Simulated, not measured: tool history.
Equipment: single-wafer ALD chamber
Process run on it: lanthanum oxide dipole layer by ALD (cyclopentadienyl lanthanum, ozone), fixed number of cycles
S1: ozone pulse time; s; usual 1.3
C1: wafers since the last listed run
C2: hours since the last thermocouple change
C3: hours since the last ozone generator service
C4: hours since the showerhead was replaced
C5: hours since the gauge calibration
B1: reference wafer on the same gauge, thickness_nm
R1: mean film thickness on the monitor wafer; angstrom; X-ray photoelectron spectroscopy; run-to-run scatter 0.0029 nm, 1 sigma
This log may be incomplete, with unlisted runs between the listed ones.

| run | hour | S1 | C1 | C2 | C3 | C4 | C5 | B1 | R1 |
|---|---|---|---|---|---|---|---|---|---|
| 1 | 0 | 1.3 | 0 | 507.4 | 902.4 | 5025.4 | 601.6 | 0.647 | 6.46 |
| 2 | 36.2 | 1.62 | 861 | 543.6 | 938.6 | 5061.6 | 637.8 | 0.649 | 6.76 |
| 3 | 226.6 | 1.62 | 4533 | 734 | 1129 | 5252 | 828.2 | 0.647 | 6.8 |
| 4 | 256.7 | 1.62 | 716 | 764.1 | 1159.1 | 5282.1 | 858.3 | 0.647 | 6.77 |
| 5 | 285 | 1.44 | 673 | 792.4 | 1187.4 | 5310.4 | 886.6 | 0.647 | 6.61 |
| 6 | 316.2 | 1.44 | 742 | 823.6 | 1218.6 | 5341.6 | 917.8 | 0.647 | 6.61 |
|  | 378.7 | showerhead replaced, of another model than before |
| 7 | 380.4 | 0.94 | 1338 | 887.8 | 1282.8 | 1.7 | 982 | 0.648 | 3.38 |
| 8 | 420.1 | 0.94 | 945 | 927.5 | 1322.5 | 41.4 | 1021.7 | 0.647 | 3.35 |
| 9 | 455.6 | 0.84 | 845 | 963 | 1358 | 76.9 | 1057.2 | 0.648 | 1.08 |
| 10 | 496.9 | 1.5 | 983 | 1004.3 | 1399.3 | 118.2 | 1098.5 | 0.647 | 6.75 |
| 11 | 539 | 1.3 | 1002 | 1046.4 | 1441.4 | 160.3 | 1140.6 | 0.647 | 6.38 |
| 12 | 580.7 | 1.13 | 992 | 1088.1 | 1483.1 | 202 | 1182.3 | 0.647 | 5.5 |
| 13 | 618.8 | 1.81 | 907 | 1126.2 | 1521.2 | 240.1 | 1220.4 | 0.647 | 6.92 |
|  | 636.7 | thermocouple changed; heater temperature recalibrated |
| 14 | 685.3 | 1.43 | 1392 | 48.6 | 1587.7 | 306.6 | 1286.9 | 0.647 | 6.65 |
| 15 | 736 | 1.3 | 1207 | 99.3 | 1638.4 | 357.3 | 1337.6 | 0.646 | 6.33 |
| 16 | 766.3 | 1.06 | 721 | 129.6 | 1668.7 | 387.6 | 1367.9 | 0.648 | 4.84 |
|  | 792.8 | gauge calibrated |
| 17 | 832.9 | 1.04 | 1585 | 196.2 | 1735.3 | 454.2 | 40.1 | 0.648 | 4.61 |
| 18 | 859.7 | 1.66 | 638 | 223 | 1762.1 | 481 | 66.9 | 0.647 | 6.91 |
| 19 | 903.4 | 0.83 | 1040 | 266.7 | 1805.8 | 524.7 | 110.6 | 0.647 | 0.73 |
| 20 | 971.3 | 1.3 | 1616 | 334.6 | 1873.7 | 592.6 | 178.5 | 0.648 | 6.22 |
| 21 | 1030.4 | 1.62 | 1407 | 393.7 | 1932.8 | 651.7 | 237.6 | 0.646 | 6.81 |
| 22 | 1057.7 | 1.3 | 649 | 421 | 1960.1 | 679 | 264.9 | 0.647 | 6.21 |
| 23 | 1099.4 | 1.12 | 992 | 462.7 | 2001.8 | 720.7 | 306.6 | 0.646 | 5.25 |
| 24 | 1153 | 1.6 | 1276 | 516.3 | 2055.4 | 774.3 | 360.2 | 0.648 | 6.84 |
|  | 1161.2 | ozone generator serviced |
| 25 | 1203.3 | 1.54 | 1007 | 566.6 | 42.1 | 824.6 | 410.5 | 0.648 | 6.83 |
| 26 | 1235.8 | 1.3 | 773 | 599.1 | 74.6 | 857.1 | 443 | 0.647 | 6.51 |
| 27 | 1353.6 | 1.44 | 2804 | 716.9 | 192.4 | 974.9 | 560.8 | 0.647 | 6.71 |
| 28 | 1385.2 | 1.02 | 752 | 748.5 | 224 | 1006.5 | 592.4 | 0.647 | 4.71 |
| 29 | 1456.5 | 1.08 | 1697 | 819.8 | 295.3 | 1077.8 | 663.7 | 0.648 | 5.35 |
| 30 | 1499.6 | 1.8 | 1026 | 862.9 | 338.4 | 1120.9 | 706.8 | 0.647 | 6.95 |
| 31 | 1526.4 | 1.01 | 638 | 889.7 | 365.2 | 1147.7 | 733.6 | 0.646 | 4.59 |
| 32 | 1593.4 | 1.3 | 1595 | 956.7 | 432.2 | 1214.7 | 800.6 | 0.647 | 6.45 |
| 33 | 1626.1 | 1.82 | 778 | 989.4 | 464.9 | 1247.4 | 833.3 | 0.647 | 6.96 |

Predict each of these 5 candidate next runs independently; none follows another, all start after run 33:
| A | 1626.5 | 1.05 | 9 | 989.8 | 465.3 | 1247.8 | 833.7 | ? | ? |
| B | 1626.5 | 1.71 | 9 | 989.8 | 465.3 | 1247.8 | 833.7 | ? | ? |
| C | 1626.5 | 0.97 | 9 | 989.8 | 465.3 | 1247.8 | 833.7 | ? | ? |
| D | 1626.5 | 1.77 | 9 | 989.8 | 465.3 | 1247.8 | 833.7 | ? | ? |
| E | 1626.5 | 1.3 | 9 | 989.8 | 465.3 | 1247.8 | 833.7 | ? | ? |

| run | B1 | R1 |
|---|---|---|
| A | 0.648 | 5.03 |
| B | 0.648 | 6.95 |
| C | 0.648 | 4.01 |
| D | 0.648 | 6.97 |
| E | 0.648 | 6.47 |
The same runs, with their run-to-run variation unchanged, on a tool lacking any hidden condition would have given:
| run | R1 |
|---|---|
| A | 5.07 |
| B | 6.95 |
| C | 4.06 |
| D | 6.97 |
| E | 6.49 |
